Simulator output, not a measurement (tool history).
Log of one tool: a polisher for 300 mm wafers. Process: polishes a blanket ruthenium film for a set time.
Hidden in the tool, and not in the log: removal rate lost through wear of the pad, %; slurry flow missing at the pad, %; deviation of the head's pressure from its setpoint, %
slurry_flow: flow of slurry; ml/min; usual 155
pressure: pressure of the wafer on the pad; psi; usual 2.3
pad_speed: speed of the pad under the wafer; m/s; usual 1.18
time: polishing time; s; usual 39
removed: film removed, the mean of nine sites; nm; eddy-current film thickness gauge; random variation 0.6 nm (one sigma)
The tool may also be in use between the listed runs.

run   hour  slurry_flow  pressure  pad_speed  time  wafers since the last listed run  wafers polished on this pad  hours since the slurry nozzle was cleaned  hours since the head pressure was calibrated  incoming thickness of the incoming film, nm  removed
  1      0          155       2.3       1.18    39                                 0                         2070                                      452.6                                         874.7                                        408.3     61.4
       9.9  -- worn pad replaced by a new one
  2   12.6          155       2.3       1.18    39                               116                           37                                      465.2                                         887.3                                        396.3       61
  3   28.1          155       2.3       1.18    39                               210                          248                                      480.7                                         902.8                                        397.7     60.7
  4   58.9          155       2.3       1.18    39                               418                          666                                      511.5                                         933.6                                        393.4     60.2
  5     73          155       2.3       1.18    39                               191                          858                                      525.6                                         947.7                                        404.1     60.8
  6    107          155       2.3       1.18    39                               462                         1321                                      559.6                                         981.7                                        402.6     61.9
  7  140.2          155       2.3       1.18    39                               451                         1772                                      592.8                                        1014.9                                          406       62
  8  167.5          155       2.3       1.18    39                               371                         2143                                      620.1                                        1042.2                                        394.8     60.5
     195.6  -- worn pad replaced by a new one
  9  200.7          155       2.3       1.18    34                               397                           68                                      653.3                                        1075.4                                        399.5     52.6
 10  214.2          155       2.3       1.04    39                               183                          252                                      666.8                                        1088.9                                        403.3     56.5
 11  226.2          155       2.3       1.04    39                               163                          415                                      678.8                                        1100.9                                        396.9       56
 12  258.3          155       2.3       1.04    39                               436                          852                                      710.9                                          1133                                        393.3     56.1
 13  289.8          155       2.3       1.18    39                               428                         1280                                      742.4                                        1164.5                                        399.8     61.2
 14  317.4          155       2.3       1.18    39                               375                         1656                                        770                                        1192.1                                        396.9     61.3
 15  347.6          155       2.3       1.18    39                               410                         2066                                      800.2                                        1222.3                                        399.3     61.3
     367.8  -- worn pad replaced by a new one
 16    373          155       2.3       1.18    39                               291                           71                                      825.6                                        1247.7                                        401.5     61.6
 17    393          155       2.3       1.18    39                               272                          343                                      845.6                                        1267.7                                        403.8     61.3
     401.4  -- slurry nozzle cleaned
     452.4  -- head pressure recalibrated
 18  476.9          140       2.8       1.52    49                              1100                         1443                                       75.5                                          24.5                                        405.9    109.3
 19    497          155       2.3       1.18    39                               273                         1717                                       95.6                                          44.6                                        402.7     61.2
 20  515.1          155       2.3       1.18    39                               246                         1963                                      113.7                                          62.7                                        403.6       61
     537.8  -- worn pad replaced by a new one
 21  538.3          100       2.3       1.18    48                               261                            6                                      136.9                                          85.9                                          402     70.1
 22    563          125       2.1       1.18    47                               335                          342                                      161.6                                         110.6                                        397.2     64.4
 23  609.4          155       2.3       1.18    39                               631                          973                                        208                                           157                                        400.9       62
 24  668.1          200       2.6       1.18    49                               798                         1771                                      266.7                                         215.7                                        403.9     90.3
 25    686          175       2.3       1.18    39                               243                         2015                                      284.6                                         233.6                                        397.5     61.6
     696.4  -- worn pad replaced by a new one
 26  718.2          190       2.3       1.18    39                               383                          296                                      316.8                                         265.8                                          396     62.1
 27  751.6          155       2.3       1.18    43                               454                          750                                      350.2                                         299.2                                        399.2     66.8
 28  786.8          125       2.3       1.18    28                               478                         1229                                      385.4                                         334.4                                        392.3       43
 29  799.3          205         2        0.9    30                               170                         1399                                      397.9                                         346.9                                        399.7     35.9
 30  824.3          155       2.1        0.9    35                               340                         1739                                      422.9                                         371.9                                          399     42.4
 31  859.2          155       2.7       1.18    35                               474                         2214                                      457.8                                         406.8                                        399.7     62.9
     867.5  -- worn pad replaced by a new one
 32  883.9          185       2.9       0.86    52                               281                          222                                      482.5                                         431.5                                        404.3     87.1

Forecast each of these 3 alternatives for the next run:
  A  884.3          155       2.3       1.18    39                                 5                          227                                      482.9                                         431.9                                        401.4        ?
  B  884.3          155       1.7       1.18    51                                 5                          227                                      482.9                                         431.9                                        401.4        ?
  C  884.3          105       1.9       1.02    28                                 5                          227                                      482.9                                         431.9                                        401.4        ?

run  removed
  A     61.3
  B     59.8
  C     31.1
Without the tool's hidden state the same runs would have given:
run  removed
  A     61.3
  B     59.8
  C     31.1
